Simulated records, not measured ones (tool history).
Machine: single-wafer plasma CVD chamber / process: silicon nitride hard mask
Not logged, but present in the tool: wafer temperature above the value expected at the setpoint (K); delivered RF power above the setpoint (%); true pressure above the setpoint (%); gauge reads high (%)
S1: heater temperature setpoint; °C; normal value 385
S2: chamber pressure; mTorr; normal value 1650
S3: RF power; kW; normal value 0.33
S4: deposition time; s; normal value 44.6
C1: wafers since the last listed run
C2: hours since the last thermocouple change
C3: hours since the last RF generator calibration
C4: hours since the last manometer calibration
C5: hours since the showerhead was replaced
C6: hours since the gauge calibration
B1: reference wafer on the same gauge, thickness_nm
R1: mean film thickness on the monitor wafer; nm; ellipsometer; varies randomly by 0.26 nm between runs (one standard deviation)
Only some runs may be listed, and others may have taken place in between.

Run 1, hour 0: usual settings; C1 0; C2 2265.5; C3 158.3; C4 94.9; C5 7167.2; C6 397.5; B1 44.892. Result: R1 53.433 nm.
Run 2, hour 17.8: usual settings; C1 395; C2 2283.3; C3 176.1; C4 112.7; C5 7185; C6 415.3; B1 44.851. Result: R1 53.117 nm.
Run 3, hour 33.3: usual settings; C1 344; C2 2298.8; C3 191.6; C4 128.2; C5 7200.5; C6 430.8; B1 44.858. Result: R1 52.856 nm.
Run 4, hour 54.5: usual settings but S3 0.28 kW; C1 470; C2 2320; C3 212.8; C4 149.4; C5 7221.7; C6 452; B1 44.769. Result: R1 48.868 nm.
Run 5, hour 77: usual settings but S3 0.28 kW; C1 499; C2 2342.5; C3 235.3; C4 171.9; C5 7244.2; C6 474.5; B1 44.753. Result: R1 49.405 nm.
Run 6, hour 106.8: usual settings but S4 39.2 s; C1 661; C2 2372.3; C3 265.1; C4 201.7; C5 7274; C6 504.3; B1 44.83. Result: R1 46.946 nm.
Run 7, hour 130.3: usual settings but S3 0.355 kW; C1 521; C2 2395.8; C3 288.6; C4 225.2; C5 7297.5; C6 527.8; B1 44.779. Result: R1 55.082 nm.
Run 8, hour 143.9: usual settings but S4 42.2 s; C1 302; C2 2409.4; C3 302.2; C4 238.8; C5 7311.1; C6 541.4; B1 44.747. Result: R1 49.821 nm.
Run 9, hour 174.8: usual settings but S3 0.305 kW; C1 686; C2 2440.3; C3 333.1; C4 269.7; C5 7342; C6 572.3; B1 44.798. Result: R1 50.846 nm.
At hour 184.5: thermocouple changed; heater temperature recalibrated.
Run 10, hour 191.4: usual settings but S4 49.3 s; C1 190; C2 6.9; C3 349.7; C4 286.3; C5 7358.6; C6 588.9; B1 44.829. Result: R1 58.451 nm.
Run 11, hour 218.8: usual settings; C1 608; C2 34.3; C3 377.1; C4 313.7; C5 7386; C6 616.3; B1 44.724. Result: R1 52.849 nm.
Run 12, hour 232.6: usual settings but S1 380 °C, S4 50.4 s; C1 306; C2 48.1; C3 390.9; C4 327.5; C5 7399.8; C6 630.1; B1 44.755. Result: R1 60.266 nm.
Run 13, hour 246.3: usual settings; C1 304; C2 61.8; C3 404.6; C4 341.2; C5 7413.5; C6 643.8; B1 44.707. Result: R1 53.046 nm.
At hour 268.7: gauge calibrated.
Run 14, hour 279: usual settings; C1 726; C2 94.5; C3 437.3; C4 373.9; C5 7446.2; C6 10.3; B1 46.146. Result: R1 54.525 nm.

Run 15 is up next; what results do you expect?
Run 15, hour 305.3: usual settings but S1 396 °C; C1 584; C2 120.8; C3 463.6; C4 400.2; C5 7472.5; C6 36.6; B1 ?. Result: R1 ?.

Run 15 measured B1 45.918, R1 54.073 nm.
On a tool with no hidden condition, and with the same random variation, this run would have come out at R1 54.097 nm.

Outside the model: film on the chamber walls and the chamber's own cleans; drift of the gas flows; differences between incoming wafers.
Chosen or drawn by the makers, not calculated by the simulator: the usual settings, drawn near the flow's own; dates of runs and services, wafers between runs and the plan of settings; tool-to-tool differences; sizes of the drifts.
